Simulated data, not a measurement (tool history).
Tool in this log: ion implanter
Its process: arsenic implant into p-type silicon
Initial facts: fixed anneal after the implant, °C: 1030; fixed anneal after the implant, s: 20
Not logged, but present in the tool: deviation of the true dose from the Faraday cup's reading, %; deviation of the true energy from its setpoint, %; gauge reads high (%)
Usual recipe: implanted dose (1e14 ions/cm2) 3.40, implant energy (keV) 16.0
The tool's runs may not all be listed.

run	hour	implanted dose (1e14 ions/cm2)	implant energy (keV)	wafers since the last listed run	hours since the last dose calibration	hours since the extraction supply was calibrated	hours since the gauge calibration	read-back reference wafer on the same gauge, sheet resistance	sheet resistance of the implanted and annealed layer (ohm/square)
1	0.0	3.40	16.0	0	595.3	1430.5	1350.4	231.97	252.13
2	57.5	3.40	16.0	1053	652.8	1488.0	1407.9	232.23	252.92
3	116.2	3.40	16.0	1075	711.5	1546.7	1466.6	231.70	249.29
4	164.4	3.40	18.0	883	759.7	1594.9	1514.8	231.97	248.27
5	221.7	3.40	18.0	1050	817.0	1652.2	1572.1	231.94	248.57
6	268.2	3.40	17.0	852	863.5	1698.7	1618.6	232.26	249.25
7	307.0	3.03	12.0	711	902.3	1737.5	1657.4	232.49	283.30
8	345.1	3.03	12.0	698	940.4	1775.6	1695.5	231.41	281.51
9	518.9	3.40	12.0	3185	1114.2	1949.4	1869.3	232.16	257.83
10	555.5	3.40	12.0	670	1150.8	1986.0	1905.9	232.13	256.69
11	690.3	3.40	16.0	2470	1285.6	2120.8	2040.7	231.84	250.19
# hour 719.9: gauge calibrated
12	743.0	3.40	16.0	965	1338.3	2173.5	23.1	231.97	250.20
13	789.9	3.40	16.0	859	1385.2	2220.4	70.0	231.52	250.35
# hour 800.6: extraction supply calibrated
14	847.7	3.40	16.0	912	1443.0	47.1	127.8	232.14	251.86
15	913.2	3.40	16.0	1200	1508.5	112.6	193.3	231.92	250.45
16	968.0	3.40	16.0	1004	1563.3	167.4	248.1	231.85	251.20
17	1006.3	3.40	16.0	701	1601.6	205.7	286.4	232.05	249.64
18	1062.4	3.77	19.0	1028	1657.7	261.8	342.5	232.09	225.37
19	1107.6	3.40	16.0	828	1702.9	307.0	387.7	231.71	251.33
20	1159.2	4.11	14.0	945	1754.5	358.6	439.3	232.09	220.09
21	1228.4	4.15	13.0	1268	1823.7	427.8	508.5	232.13	218.38
22	1275.8	3.67	21.5	868	1871.1	475.2	555.9	231.99	228.74
23	1326.9	2.65	14.0	936	1922.2	526.3	607.0	231.93	307.17
# hour 1368.3: Faraday cup replaced and dose calibrated
24	1397.7	2.56	19.0	1151	29.4	597.1	677.8	231.64	309.31
25	1434.9	2.75	14.0	681	66.6	634.3	715.0	231.53	303.98
26	1472.1	3.40	16.0	681	103.8	671.5	752.2	231.86	251.91
27	1507.4	3.40	16.0	646	139.1	706.8	787.5	231.60	251.49
28	1549.9	2.75	16.0	778	181.6	749.3	830.0	232.56	295.71
29	1604.0	3.67	21.5	991	235.7	803.4	884.1	232.06	230.86
30	1657.7	3.40	16.0	984	289.4	857.1	937.8	231.67	253.12
31	1713.6	4.12	13.5	1024	345.3	913.0	993.7	231.88	222.40
32	1782.8	4.11	14.0	1268	414.5	982.2	1062.9	232.34	219.84
33	1819.3	3.40	16.0	668	451.0	1018.7	1099.4	232.43	254.01
34	1871.7	3.40	21.0	960	503.4	1071.1	1151.8	231.84	243.08

3 options for the next run, each taken on its own from the tool as it stands now. Forecast them:
A	1872.1	3.40	17.5	7	503.8	1071.5	1152.2	?	?
B	1872.1	3.93	10.5	7	503.8	1071.5	1152.2	?	?
C	1872.1	4.33	14.0	7	503.8	1071.5	1152.2	?	?

run	read-back reference wafer on the same gauge, sheet resistance	sheet resistance of the implanted and annealed layer (ohm/square)
A	231.66	248.16
B	231.66	232.53
C	231.66	211.30
Without the tool's unlogged condition, the same runs would have read:
run	sheet resistance of the implanted and annealed layer (ohm/square)
A	251.51
B	235.69
C	214.13
